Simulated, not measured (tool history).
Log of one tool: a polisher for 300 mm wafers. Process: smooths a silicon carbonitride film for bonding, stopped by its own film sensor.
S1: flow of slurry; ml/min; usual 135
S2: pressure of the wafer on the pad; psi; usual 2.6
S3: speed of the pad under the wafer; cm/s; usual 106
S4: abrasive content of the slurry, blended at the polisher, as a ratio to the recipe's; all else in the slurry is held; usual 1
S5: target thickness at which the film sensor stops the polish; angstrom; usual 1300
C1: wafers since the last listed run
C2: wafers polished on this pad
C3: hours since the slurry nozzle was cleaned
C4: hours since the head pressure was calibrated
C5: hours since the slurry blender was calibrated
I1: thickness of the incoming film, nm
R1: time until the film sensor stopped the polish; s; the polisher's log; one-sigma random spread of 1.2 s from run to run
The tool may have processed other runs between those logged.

Run 1, hour 0: usual settings; C1 0; C2 3384; C3 562.6; C4 561.9; C5 276.4; I1 148.9. Result: R1 64.1 s.
Run 2, hour 55.9: usual settings but S1 120 ml/min, S3 134 cm/s; C1 594; C2 3979; C3 618.5; C4 617.8; C5 332.3; I1 152. Result: R1 62.6 s.
At hour 66.2: slurry nozzle cleaned.
Run 3, hour 158.1: usual settings but S1 120 ml/min, S3 134 cm/s; C1 1076; C2 5056; C3 91.9; C4 720; C5 434.5; I1 149.8. Result: R1 59.3 s.
Run 4, hour 233.8: usual settings; C1 805; C2 5861; C3 167.6; C4 795.7; C5 510.2; I1 148.7. Result: R1 66.1 s.
At hour 276.5: worn pad replaced by a new one.
Run 5, hour 277: usual settings; C1 417; C2 4; C3 210.8; C4 838.9; C5 553.4; I1 149.7. Result: R1 68.5 s.
At hour 406.2: slurry blender recalibrated.
At hour 556.4: head pressure recalibrated.
Run 6, hour 595.2: usual settings; C1 3343; C2 3348; C3 529; C4 38.8; C5 189; I1 153.4. Result: R1 82.7 s.
Run 7, hour 692.5: usual settings but S1 150 ml/min; C1 1035; C2 4383; C3 626.3; C4 136.1; C5 286.3; I1 150.1. Result: R1 68.2 s.
At hour 694: slurry nozzle cleaned.
At hour 962.5: slurry blender recalibrated.
At hour 990.2: worn pad replaced by a new one.
Run 8, hour 991: usual settings but S1 150 ml/min; C1 3101; C2 8; C3 297; C4 434.6; C5 28.5; I1 149.1. Result: R1 64.7 s.
Run 9, hour 1258.5: usual settings; C1 2846; C2 2854; C3 564.5; C4 702.1; C5 296; I1 148. Result: R1 62.1 s.
At hour 1294.2: slurry nozzle cleaned.
Run 10, hour 1298.1: usual settings; C1 410; C2 3265; C3 3.9; C4 741.7; C5 335.6; I1 148. Result: R1 62.7 s.
Run 11, hour 1351.5: usual settings; C1 568; C2 3833; C3 57.3; C4 795.1; C5 389; I1 148.7. Result: R1 64.5 s.
Run 12, hour 1392.8: usual settings but S3 94 cm/s; C1 439; C2 4272; C3 98.6; C4 836.4; C5 430.3; I1 148.6. Result: R1 70.7 s.
Run 13, hour 1442.3: usual settings but S3 94 cm/s; C1 526; C2 4799; C3 148.1; C4 885.9; C5 479.8; I1 148.7. Result: R1 73.2 s.
Run 14, hour 1529.1: usual settings but S5 1270 angstrom; C1 923; C2 5723; C3 234.9; C4 972.7; C5 566.6; I1 153. Result: R1 91.2 s.
Run 15, hour 1579.9: usual settings but S1 115 ml/min, S2 1.9 psi, S3 134 cm/s; C1 540; C2 6263; C3 285.7; C4 1023.5; C5 617.4; I1 148. Result: R1 71.6 s.
At hour 1584.7: slurry blender recalibrated.
Run 16, hour 1624.9: usual settings; C1 457; C2 6721; C3 330.7; C4 1068.5; C5 40.2; I1 152.2. Result: R1 79.6 s.
At hour 1637.4: head pressure recalibrated.
Run 17, hour 1678: usual settings but S1 180 ml/min, S3 122 cm/s; C1 543; C2 7264; C3 383.8; C4 40.6; C5 93.3; I1 149.2. Result: R1 56.3 s.
At hour 1704.3: worn pad replaced by a new one.
Run 18, hour 1884.4: usual settings; C1 2153; C2 1916; C3 590.2; C4 247; C5 299.7; I1 149.2. Result: R1 66.6 s.
Run 19, hour 1974.2: usual settings but S1 105 ml/min, S3 96 cm/s; C1 955; C2 2871; C3 680; C4 336.8; C5 389.5; I1 148.4. Result: R1 71.3 s.
At hour 1976.3: slurry nozzle cleaned.
Run 20, hour 2038.1: usual settings but S4 0.9; C1 669; C2 3540; C3 61.8; C4 400.7; C5 453.4; I1 150.4. Result: R1 76.9 s.
At hour 2199: slurry blender recalibrated.
At hour 2262: worn pad replaced by a new one.
Run 21, hour 2312: usual settings but S4 0.9, S5 1360 angstrom; C1 2850; C2 531; C3 335.7; C4 674.6; C5 113; I1 150.7. Result: R1 53.2 s.
Run 22, hour 2403.7: usual settings but S1 100 ml/min, S2 2.4 psi, S3 80 cm/s, S5 1360 angstrom; C1 975; C2 1507; C3 427.4; C4 766.3; C5 204.7; I1 150.8. Result: R1 74.3 s.
Run 23, hour 2475.9: usual settings; C1 768; C2 2275; C3 499.6; C4 838.5; C5 276.9; I1 150.6. Result: R1 69.5 s.
Run 24, hour 2566.7: usual settings but S2 1.9 psi, S3 142 cm/s, S5 1360 angstrom; C1 966; C2 3241; C3 590.4; C4 929.3; C5 367.7; I1 150. Result: R1 51.7 s.
Run 25, hour 2621.1: usual settings; C1 578; C2 3820; C3 644.8; C4 983.7; C5 422.1; I1 151.2. Result: R1 73.7 s.
At hour 2634.2: slurry nozzle cleaned.
Run 26, hour 2706: usual settings but S1 100 ml/min, S3 136 cm/s, S4 0.9, S5 1230 angstrom; C1 892; C2 4713; C3 71.8; C4 1068.6; C5 507; I1 148.4. Result: R1 82.5 s.
Run 27, hour 2784.3: usual settings but S4 0.75; C1 833; C2 5546; C3 150.1; C4 1146.9; C5 585.3; I1 150.8. Result: R1 84.7 s.
At hour 2787.5: head pressure recalibrated.
At hour 2801.3: slurry blender recalibrated.
Run 28, hour 2851.2: usual settings but S2 2.9 psi, S5 1270 angstrom; C1 669; C2 6215; C3 217; C4 63.7; C5 49.9; I1 148.7. Result: R1 67 s.
Run 29, hour 2902.7: usual settings but S2 2.8 psi, S3 70 cm/s; C1 547; C2 6763; C3 268.5; C4 115.2; C5 101.4; I1 148.3. Result: R1 82.2 s.

Predict each of these 5 candidate next runs independently; none follows another, all start after run 29:
Run A, hour 2903.1: usual settings; C1 4; C2 6768; C3 268.9; C4 115.6; C5 101.8; I1 150.7. Result: R1 ?.
Run B, hour 2903.1: usual settings but S2 3.2 psi, S3 88 cm/s; C1 4; C2 6768; C3 268.9; C4 115.6; C5 101.8; I1 150.7. Result: R1 ?.
Run C, hour 2903.1: usual settings but S3 78 cm/s; C1 4; C2 6768; C3 268.9; C4 115.6; C5 101.8; I1 150.7. Result: R1 ?.
Run D, hour 2903.1: usual settings but S5 1360 angstrom; C1 4; C2 6768; C3 268.9; C4 115.6; C5 101.8; I1 150.7. Result: R1 ?.
Run E, hour 2903.1: usual settings but S1 120 ml/min; C1 4; C2 6768; C3 268.9; C4 115.6; C5 101.8; I1 150.7. Result: R1 ?.

run    R1
  A  71.3
  B    68
  C  91.1
  D  50.6
  E  73.2
Stripped of hidden state, with their random variation kept, the same runs would have yielded:
run    R1
  A  71.3
  B    68
  C  91.1
  D  50.6
  E  73.2
